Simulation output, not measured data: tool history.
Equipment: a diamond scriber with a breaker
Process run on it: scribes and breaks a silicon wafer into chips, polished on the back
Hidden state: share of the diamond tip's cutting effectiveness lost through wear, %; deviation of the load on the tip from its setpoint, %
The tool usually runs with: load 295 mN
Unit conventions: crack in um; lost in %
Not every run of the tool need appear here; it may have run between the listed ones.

run,hour,load,wafers since the last listed run,hours since the diamond tip was replaced,hours since the load on the tip was calibrated,"incoming depth of the damage left on the back of the incoming wafer, um",crack,lost
1,0.0,295,0,589.7,834.7,0.03,9.45,4.24
2,28.5,295,53,618.2,863.2,0.02,9.30,3.65
3,61.2,295,61,650.9,895.9,0.04,9.42,3.84
4,97.9,295,68,687.6,932.6,0.03,9.34,3.97
5,117.6,295,36,707.3,952.3,0.03,9.49,4.46
6,140.5,295,42,730.2,975.2,0.03,9.34,4.30
7,213.4,232,136,803.1,1048.1,0.01,8.31,9.77
8,246.9,232,62,836.6,1081.6,0.02,8.41,8.17
9,277.2,232,56,866.9,1111.9,0.01,8.51,8.72
# hour 307.5: load on the tip recalibrated
10,311.6,263,60,901.3,4.1,0.04,8.71,6.27
# hour 333.7: diamond tip replaced by a new one
11,346.1,263,60,12.4,38.6,0.02,10.68,1.19
12,362.9,239,31,29.2,55.4,0.01,10.30,1.95
13,396.3,341,62,62.6,88.8,0.01,11.69,0.99
14,447.9,295,96,114.2,140.4,0.01,11.07,1.01
15,472.5,207,45,138.8,165.0,0.05,9.12,5.43
16,490.8,243,34,157.1,183.3,0.01,9.81,2.94
17,507.5,295,31,173.8,200.0,0.02,10.34,1.42
18,520.1,373,23,186.4,212.6,0.03,11.65,0.85
19,540.1,346,37,206.4,232.6,0.04,10.80,0.87
20,570.4,346,56,236.7,262.9,0.02,11.07,0.85
21,602.2,295,59,268.5,294.7,0.05,10.44,1.84
22,632.4,368,56,298.7,324.9,0.04,11.33,0.93
23,660.0,328,51,326.3,352.5,0.04,10.26,1.45
24,674.7,368,27,341.0,367.2,0.03,11.00,0.83
25,710.7,345,67,377.0,403.2,0.04,10.50,1.28

What if the next run were any one of these 3? Each begins from the tool's condition after run 25:
A,711.3,295,1,377.6,403.8,0.04,?,?
B,711.3,366,1,377.6,403.8,0.04,?,?
C,711.3,320,1,377.6,403.8,0.04,?,?

run,crack,lost
A,9.80,2.56
B,10.83,0.99
C,10.17,1.77
Stripped of hidden state, with their random variation kept, the same runs would have yielded:
run,crack,lost
A,11.25,0.86
B,12.43,1.76
C,11.67,0.99
